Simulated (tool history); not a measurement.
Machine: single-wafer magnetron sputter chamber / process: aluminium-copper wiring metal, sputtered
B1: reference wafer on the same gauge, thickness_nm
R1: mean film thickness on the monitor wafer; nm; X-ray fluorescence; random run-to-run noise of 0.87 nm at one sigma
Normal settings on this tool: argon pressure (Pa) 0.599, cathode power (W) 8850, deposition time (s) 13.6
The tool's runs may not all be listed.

{"run": 1, "hour": 0.0, "argon pressure (Pa)": 0.599, "cathode power (W)": 8850, "deposition time (s)": 13.6, "B1": 194.851, "R1": 171.48}
{"run": 2, "hour": 29.4, "argon pressure (Pa)": 0.599, "cathode power (W)": 8850, "deposition time (s)": 13.6, "B1": 195.004, "R1": 172.105}
{"run": 3, "hour": 79.8, "argon pressure (Pa)": 0.599, "cathode power (W)": 8850, "deposition time (s)": 13.6, "B1": 194.829, "R1": 172.581}
{"run": 4, "hour": 106.0, "argon pressure (Pa)": 0.599, "cathode power (W)": 8850, "deposition time (s)": 13.6, "B1": 195.314, "R1": 172.905}
{"run": 5, "hour": 159.6, "argon pressure (Pa)": 0.599, "cathode power (W)": 8850, "deposition time (s)": 13.6, "B1": 194.96, "R1": 173.326}
{"hour": 211.4, "done": "magnet pack replaced"}
{"run": 6, "hour": 211.9, "argon pressure (Pa)": 0.599, "cathode power (W)": 8850, "deposition time (s)": 13.6, "B1": 194.957, "R1": 172.758}
{"run": 7, "hour": 239.1, "argon pressure (Pa)": 0.712, "cathode power (W)": 8850, "deposition time (s)": 13.6, "B1": 194.862, "R1": 160.317}
{"run": 8, "hour": 263.2, "argon pressure (Pa)": 0.465, "cathode power (W)": 8850, "deposition time (s)": 13.6, "B1": 194.968, "R1": 187.492}
{"hour": 299.2, "done": "capacitance manometer re-zeroed and calibrated"}
{"hour": 308.0, "done": "sputter target and shields replaced"}
{"run": 9, "hour": 317.2, "argon pressure (Pa)": 0.599, "cathode power (W)": 8850, "deposition time (s)": 14.3, "B1": 194.935, "R1": 181.993}
{"run": 10, "hour": 372.4, "argon pressure (Pa)": 0.599, "cathode power (W)": 8850, "deposition time (s)": 13.6, "B1": 194.842, "R1": 172.073}
{"run": 11, "hour": 416.8, "argon pressure (Pa)": 0.665, "cathode power (W)": 10650, "deposition time (s)": 11.6, "B1": 194.709, "R1": 164.756}
{"run": 12, "hour": 442.7, "argon pressure (Pa)": 0.772, "cathode power (W)": 10350, "deposition time (s)": 12.5, "B1": 195.194, "R1": 163.851}
{"hour": 449.8, "done": "gauge calibrated"}
{"run": 13, "hour": 477.6, "argon pressure (Pa)": 0.766, "cathode power (W)": 10550, "deposition time (s)": 13.6, "B1": 195.03, "R1": 180.887}
{"run": 14, "hour": 506.1, "argon pressure (Pa)": 0.791, "cathode power (W)": 9550, "deposition time (s)": 14.4, "B1": 194.844, "R1": 173.727}
{"run": 15, "hour": 565.4, "argon pressure (Pa)": 0.392, "cathode power (W)": 7750, "deposition time (s)": 11.5, "B1": 194.797, "R1": 147.501}
{"run": 16, "hour": 623.1, "argon pressure (Pa)": 0.599, "cathode power (W)": 7550, "deposition time (s)": 14.7, "B1": 194.877, "R1": 163.956}

Consider 3 possible next runs. They are alternatives, not a sequence: every one starts from the tool as it was left by run 16. What does each give?
{"run": "A", "hour": 623.5, "argon pressure (Pa)": 0.599, "cathode power (W)": 8850, "deposition time (s)": 12, "B1": "?", "R1": "?"}
{"run": "B", "hour": 623.5, "argon pressure (Pa)": 0.784, "cathode power (W)": 9450, "deposition time (s)": 15.3, "B1": "?", "R1": "?"}
{"run": "C", "hour": 623.5, "argon pressure (Pa)": 0.409, "cathode power (W)": 8850, "deposition time (s)": 13.6, "B1": "?", "R1": "?"}

run=A B1=194.83 R1=151.355
run=B B1=194.83 R1=183.25
run=C B1=194.83 R1=192.506
What these runs would have given with no unlogged condition in the tool:
run=A R1=151.355
run=B R1=183.25
run=C R1=192.506
